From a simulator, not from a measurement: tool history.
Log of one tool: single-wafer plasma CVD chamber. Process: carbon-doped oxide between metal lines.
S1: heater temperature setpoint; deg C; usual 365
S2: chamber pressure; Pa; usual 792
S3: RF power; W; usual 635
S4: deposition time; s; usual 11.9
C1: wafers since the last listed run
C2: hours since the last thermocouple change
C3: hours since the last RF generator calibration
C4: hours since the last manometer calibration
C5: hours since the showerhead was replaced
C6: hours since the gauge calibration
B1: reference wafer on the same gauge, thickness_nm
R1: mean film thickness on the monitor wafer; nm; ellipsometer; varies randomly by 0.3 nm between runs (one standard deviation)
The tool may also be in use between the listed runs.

run,day,S1,S2,S3,S4,C1,C2,C3,C4,C5,C6,B1,R1
1,0.000,365,792,635,11.9,0,2272.5,1111.2,1422.6,5140.5,198.9,72.654,72.633
2,1.175,365,792,635,11.9,1080,2300.7,1139.4,1450.8,5168.7,227.1,72.584,72.760
3,2.317,365,792,635,11.9,1049,2328.1,1166.8,1478.2,5196.1,254.5,72.606,72.425
4,3.742,365,792,635,11.9,1309,2362.3,1201.0,1512.4,5230.3,288.7,72.632,72.261
5,4.933,365,792,635,11.9,1095,2390.9,1229.6,1541.0,5258.9,317.3,72.603,72.289
6,5.583,365,792,635,11.9,597,2406.5,1245.2,1556.6,5274.5,332.9,72.611,72.228
# day 6.712: RF generator calibrated
# day 6.767: showerhead replaced
7,6.788,365,792,635,13.3,749,2435.4,1.8,1585.5,0.5,361.8,72.584,86.090
8,7.283,365,792,635,13.3,455,2447.3,13.7,1597.4,12.4,373.7,72.583,86.017
# day 7.958: gauge calibrated
9,8.717,374,871,635,10.9,1317,2481.7,48.1,1631.8,46.8,18.2,72.673,69.237
10,9.546,365,792,635,13.8,762,2501.6,68.0,1651.7,66.7,38.1,72.650,89.177
11,10.671,365,857,635,11.9,1034,2528.6,95.0,1678.7,93.7,65.1,72.624,77.198

What will run 12 give?
12,11.858,357,931,750,10.3,1091,2557.1,123.5,1707.2,122.2,93.6,?,?

{"run 12": {"B1": 72.545, "R1": 80.134}}
Had the tool carried no hidden state, the very same run would have given R1 80.250 nm.
